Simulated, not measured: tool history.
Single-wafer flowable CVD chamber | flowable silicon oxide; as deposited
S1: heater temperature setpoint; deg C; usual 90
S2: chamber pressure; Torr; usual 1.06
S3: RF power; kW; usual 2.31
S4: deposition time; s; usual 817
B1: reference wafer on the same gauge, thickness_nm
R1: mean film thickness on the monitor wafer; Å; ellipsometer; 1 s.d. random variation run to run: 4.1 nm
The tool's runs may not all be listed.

run   hour   S1    S2     S3   S4       B1        R1
  1      0   90  1.06   2.31  817  880.266   9612.85
  2   28.4   90  1.06   2.31  817  879.862   9588.52
  3   51.5   90  1.06   2.31  817  880.378   9542.34
  4   75.9   90  1.18   2.31  722  879.356   9275.86
      96.3  -- RF generator calibrated
  5   98.1   90  1.18   2.31  722  879.446   9262.53
  6  113.2   90  1.06   2.31  879   879.76  10155.26
  7  146.5   90  0.83   2.31  817  879.014   7164.48
  8  170.4  102  1.23   2.31  817  879.736   6850.66
  9  200.1   90  1.19   2.31  817  881.306  10382.75
 10    232  102  0.81  1.955  687  880.037   3595.71
 11  245.8   95  1.06   2.31  950  880.118   8866.92
 12  281.6  103  1.28  2.565  817  879.333   6841.14
 13  311.2   90  1.06   2.31  817   880.54   9097.57
     325.5  -- capacitance manometer re-zeroed and calibrated
       334  -- gauge calibrated
 14  341.5   98  0.89   1.88  817  879.432    5663.1
 15  375.7   82  0.92   2.31  910  880.847  11986.14
 16  408.3   90  1.06   2.31  817  880.605    9473.1
 17  440.2   90  1.06   2.31  817   879.49   9416.85
 18  468.8   90  1.06   2.31  817  879.923   9425.84
 19  493.3  103  0.93  1.955  817  879.817   4893.87
 20  520.7   90  1.06  2.525  817  880.487   9482.47
 21  552.9   90  1.06   2.31  817  879.431   9370.48
 22    568   90  1.06   2.31  817  878.981   9297.27
 23  591.1   90  1.06   2.31  817  879.258   9290.11
 24  624.5   90  1.06   2.31  753  879.802   8597.92
 25  657.2   90  1.06   2.31  817  879.202   9345.35
 26  678.6   84  1.25   2.31  817   879.25   13595.8
 27  709.3   77  1.28   2.31  890  880.189  18891.06

Consider 5 possible next runs. They are alternatives, not a sequence: every one starts from the tool as it was left by run 27. What does each give?
  A  709.9   90  1.06   2.31  817   ?   ?
  B  709.9  102  1.06   2.13  912   ?   ?
  C  709.9   90  1.18   1.87  817   ?   ?
  D  709.9   90  1.06   2.51  817   ?   ?
  E  709.9  101  1.06  1.955  817   ?   ?

run       B1       R1
  A  881.256  9296.31
  B  881.256   6504.6
  C  881.256  9969.11
  D  881.256  9401.24
  E  881.256  5961.42
What these runs would have given with no unlogged condition in the tool:
run        R1
  A  10067.23
  B   7035.94
  C  10795.83
  D  10180.86
  E   6451.31

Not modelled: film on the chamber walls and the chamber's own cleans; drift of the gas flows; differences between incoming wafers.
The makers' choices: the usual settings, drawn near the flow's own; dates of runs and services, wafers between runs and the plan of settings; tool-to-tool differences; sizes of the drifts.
